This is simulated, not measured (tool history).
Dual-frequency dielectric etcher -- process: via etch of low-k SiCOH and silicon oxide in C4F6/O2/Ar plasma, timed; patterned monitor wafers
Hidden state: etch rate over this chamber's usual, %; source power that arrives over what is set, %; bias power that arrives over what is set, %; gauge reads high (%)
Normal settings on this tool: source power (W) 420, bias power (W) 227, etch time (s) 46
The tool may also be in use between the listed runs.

run,hour,source power (W),bias power (W),etch time (s),wafers since the last listed run,hours since the last wet clean,hours since the last source power generator calibration,hours since the last bias power generator calibration,hours since the last upper electrode change,hours since the gauge calibration,"read-back reference wafer on the same gauge, depth_nm",mean etch depth across the wafer (angstrom)
1,0,420,227,57,0,593.6,3047.9,2705.6,4320.1,2510.3,118.1,1572
2,54.7,420,227,57,1036,648.3,3102.6,2760.3,4374.8,2565,118,1573
3,130.9,420,211,46,1444,724.5,3178.8,2836.5,4451,2641.2,118,1241
4,167.7,420,227,46,697,761.3,3215.6,2873.3,4487.8,2678,118,1280
# hour 219.4: wet clean of the chamber
5,270.9,420,227,46,1501,51.5,3318.8,2976.5,4591,2781.2,118,1267
6,319.3,420,227,46,917,99.9,3367.2,3024.9,4639.4,2829.6,117.9,1266
7,394.8,380,249,33,1431,175.4,3442.7,3100.4,4714.9,2905.1,118,907
8,486.6,420,227,46,1740,267.2,3534.5,3192.2,4806.7,2996.9,118.1,1263
# hour 524.5: source power generator calibrated
9,591.2,420,242,46,1906,371.8,66.7,3296.8,4911.3,3101.5,118,1285
10,691.6,420,227,46,1903,472.2,167.1,3397.2,5011.7,3201.9,117.9,1276
11,777.8,510,227,38,1633,558.4,253.3,3483.4,5097.9,3288.1,118,1116
12,859.4,420,174,52,1546,640,334.9,3565,5179.5,3369.7,118,1368
# hour 924.4: wet clean of the chamber
13,924.9,420,262,46,786,0.5,400.4,3630.5,5245,3435.2,118,1306
14,961.9,420,250,46,701,37.5,437.4,3667.5,5282,3472.2,118,1298
# hour 1019.6: gauge calibrated
15,1231.9,420,227,46,5118,307.5,707.4,3937.5,5552,212.3,118,1264
16,1324.3,420,254,46,1751,399.9,799.8,4029.9,5644.4,304.7,118.1,1293
# hour 1400.6: upper electrode replaced
17,1417.8,420,227,46,1317,493.4,893.3,4123.4,17.2,398.2,118.1,1261
18,1494.6,420,281,51,1455,570.2,970.1,4200.2,94,475,118,1472
# hour 1569.1: bias power generator calibrated
19,1594,510,273,55.5,1808,669.6,1069.5,24.9,193.4,574.4,117.9,1692
# hour 1654.1: wet clean of the chamber
20,1688.1,460,227,46,1328,34,1163.6,119,287.5,668.5,118,1292
21,2007.2,420,227,46,6048,353.1,1482.7,438.1,606.6,987.6,117.9,1262
22,2085,420,227,46,1474,430.9,1560.5,515.9,684.4,1065.4,118,1267
23,2175.5,420,227,46,1715,521.4,1651,606.4,774.9,1155.9,117.9,1275
24,2212.7,450,190,59.5,705,558.6,1688.2,643.6,812.1,1193.1,118.1,1621
25,2252.2,340,185,51,748,598.1,1727.7,683.1,851.6,1232.6,117.9,1279
26,2308.7,420,227,40.5,1070,654.6,1784.2,739.6,908.1,1289.1,118.1,1116
# hour 2373.9: wet clean of the chamber
27,2374.4,420,274,46,790,0.5,1849.9,805.3,973.8,1354.8,118,1324
28,2444.4,330,184,54.5,1326,70.5,1919.9,875.3,1043.8,1424.8,118,1341
29,2506.5,420,227,39,1177,132.6,1982,937.4,1105.9,1486.9,117.9,1076

Below are 4 alternative next runs, each starting from the tool's condition after run 29. Predict each:
A,2506.9,520,227,46,7,133,1982.4,937.8,1106.3,1487.3,?,?
B,2506.9,330,264,40.5,7,133,1982.4,937.8,1106.3,1487.3,?,?
C,2506.9,500,227,46,7,133,1982.4,937.8,1106.3,1487.3,?,?
D,2506.9,470,199,56.5,7,133,1982.4,937.8,1106.3,1487.3,?,?

run,"read-back reference wafer on the same gauge, depth_nm",mean etch depth across the wafer (angstrom)
A,118,1351
B,118,1082
C,118,1336
D,118,1569
Without the tool's unlogged condition, the same runs would have read:
run,mean etch depth across the wafer (angstrom)
A,1351
B,1082
C,1336
D,1569
